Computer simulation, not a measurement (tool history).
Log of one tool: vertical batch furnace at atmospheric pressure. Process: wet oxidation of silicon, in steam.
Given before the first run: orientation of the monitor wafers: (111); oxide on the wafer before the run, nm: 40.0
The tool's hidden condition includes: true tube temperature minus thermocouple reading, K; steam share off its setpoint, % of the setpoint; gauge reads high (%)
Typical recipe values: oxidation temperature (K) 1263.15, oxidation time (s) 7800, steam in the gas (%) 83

run,hour,oxidation temperature (K),oxidation time (s),steam in the gas (%),wafers since the last listed run,hours since the last temperature calibration,hours since the steam generator was serviced,hours since the gauge calibration,"read-back reference wafer on the same gauge, thickness",oxide thickness on the monitor wafer (angstrom)
1,0,1263.15,7800,83,0,2167.7,1441.6,203.4,646.89,6661.3
2,24.1,1263.15,7800,83,281,2191.8,1465.7,227.5,646.77,6636.9
3,34.4,1263.15,7800,83,120,2202.1,1476,237.8,647.12,6706.8
4,50.9,1263.15,7800,83,192,2218.6,1492.5,254.3,646.75,6652.3
5,67.3,1263.15,7800,83,191,2235,1508.9,270.7,646.91,6672.7
6,89.1,1249.15,7800,83,254,2256.8,1530.7,292.5,646.79,6178.9
7,153,1249.15,7800,83,746,2320.7,1594.6,356.4,647.29,6175.8
8,167.2,1249.15,7800,83,165,2334.9,1608.8,370.6,647.25,6189.4
9,187.3,1263.15,7800,83,234,2355,1628.9,390.7,646.67,6684.5
10,203,1263.15,7800,83,183,2370.7,1644.6,406.4,646.7,6685.7
11,227.4,1271.15,7800,90,285,2395.1,1669,430.8,646.72,7260.8
12,239.8,1271.15,7800,90,144,2407.5,1681.4,443.2,647.22,7243.4
13,259.4,1271.15,7800,90,228,2427.1,1701,462.8,646.89,7246.5
14,271,1280.15,7800,83,135,2438.7,1712.6,474.4,647.29,7218.9
# hour 274.2: gauge calibrated
15,288.6,1280.15,7800,83,205,2456.3,1730.2,14.4,647.4,7235.9
16,310.8,1263.15,7800,83,259,2478.5,1752.4,36.6,646.72,6665.5
17,334.7,1263.15,7800,83,279,2502.4,1776.3,60.5,647.41,6677.2
18,361.2,1263.15,7800,83,309,2528.9,1802.8,87,646.86,6685
19,380.6,1263.15,7800,83,226,2548.3,1822.2,106.4,646.9,6652
20,402.9,1270.15,6270,89,260,2570.6,1844.5,128.7,647.24,6318.5
21,414,1263.15,7800,94,129,2581.7,1855.6,139.8,646.96,7116
22,429.8,1263.15,7800,83,184,2597.5,1871.4,155.6,646.83,6679.3
23,442.3,1263.15,5610,93,146,2610,1883.9,168.1,646.82,5881
24,458.2,1252.15,6030,75,185,2625.9,1899.8,184,647.02,5093.9
25,485.7,1274.15,10380,83,321,2653.4,1927.3,211.5,647.08,8237.5
26,504.2,1242.15,7800,83,216,2671.9,1945.8,230,646.46,5982.3
# hour 547.5: steam generator serviced
27,548,1271.15,8910,74,231,2715.7,0.5,273.8,647.31,6960
# hour 572.7: thermocouples replaced and temperature profile calibrated
28,573.2,1249.15,10470,78,14,0.5,25.7,299,646.81,7108.4
29,608.4,1273.15,6210,76,411,35.7,60.9,334.2,646.88,5803.8
30,618.9,1287.15,9720,88,122,46.2,71.4,344.7,646.86,8708
31,660.6,1275.15,7800,73,487,87.9,113.1,386.4,647.2,6543.3
32,674.4,1280.15,7800,92,161,101.7,126.9,400.2,647.02,7648.1
33,693.6,1242.15,4140,83,224,120.9,146.1,419.4,647.1,4058.3
34,708.6,1263.15,7800,83,175,135.9,161.1,434.4,647.52,6672.5
35,735.5,1263.15,7800,83,314,162.8,188,461.3,647.02,6669.5
36,756.7,1263.15,10440,83,247,184,209.2,482.5,647.26,7904.8
# hour 780.4: gauge calibrated
37,780.7,1263.15,10440,83,280,208,233.2,0.3,647.08,7902.7

Forecast each of these 3 alternatives for the next run:
A,787.6,1263.15,7800,73,80,214.9,240.1,7.2,?,?
B,787.6,1275.15,7800,83,80,214.9,240.1,7.2,?,?
C,787.6,1285.15,5790,76,80,214.9,240.1,7.2,?,?

run,"read-back reference wafer on the same gauge, thickness",oxide thickness on the monitor wafer (angstrom)
A,646.55,6143.1
B,646.55,7010.7
C,646.55,5887.2
What these runs would have given with no unlogged condition in the tool:
run,oxide thickness on the monitor wafer (angstrom)
A,6143.1
B,7010.7
C,5887.2
